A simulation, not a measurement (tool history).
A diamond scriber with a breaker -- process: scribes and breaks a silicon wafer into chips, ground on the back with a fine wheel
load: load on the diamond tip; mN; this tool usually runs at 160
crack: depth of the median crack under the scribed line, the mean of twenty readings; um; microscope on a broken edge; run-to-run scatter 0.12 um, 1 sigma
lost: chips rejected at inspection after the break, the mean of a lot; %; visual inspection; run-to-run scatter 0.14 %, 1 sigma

run     day  load  incoming depth of the damage left on the back of the incoming wafer, um  crack  lost
  1       0   192                                                                     1.65  13.13  2.59
  2    1.45   192                                                                     2.79  13.22  3.27
  3   2.792   192                                                                     2.34  13.19  2.77
  4   4.242   160                                                                     2.86  12.02  3.52
  5   5.862   160                                                                     2.55  11.89  2.97
      7.017  -- diamond tip replaced by a new one
  6   7.654   160                                                                     2.78   11.4  3.52
  7    8.95   160                                                                     1.93  11.68  3.05
     10.029  -- diamond tip replaced by a new one, repeated, since the last time left the tool worse
  8  10.167   136                                                                     2.75  11.42  4.29
  9  11.988   143                                                                     1.56  11.61  2.61
     12.321  -- load on the tip recalibrated
 10  13.358   205                                                                     1.92   13.8  3.41
 11   15.45   119                                                                     2.89  10.79   7.7
 12  18.071   160                                                                     2.34  12.03  2.77
 13  20.608   133                                                                     2.92   10.8  5.58
 14  22.242   201                                                                     2.35  13.15  2.99

Some steps in crack between neighbouring runs. How much of each would the tool show without its hidden state too (settings, what came in, random variation), and how much is left for the hidden state, with any gauge scatter that isn't in both results?
What the log doesn't record here: share of the diamond tip's cutting effectiveness lost through wear, %; deviation of the load on the tip from its setpoint, %.
Run 7 -> 8: load 160 -> 136, diamond tip replaced by a new one, repeated, since the last time left the tool worse. crack -0.26 um: hidden state +0.8, all else -1.06.
Run 10 -> 11: load 205 -> 119. crack -3.01 um: hidden state -0.02, all else -2.99.

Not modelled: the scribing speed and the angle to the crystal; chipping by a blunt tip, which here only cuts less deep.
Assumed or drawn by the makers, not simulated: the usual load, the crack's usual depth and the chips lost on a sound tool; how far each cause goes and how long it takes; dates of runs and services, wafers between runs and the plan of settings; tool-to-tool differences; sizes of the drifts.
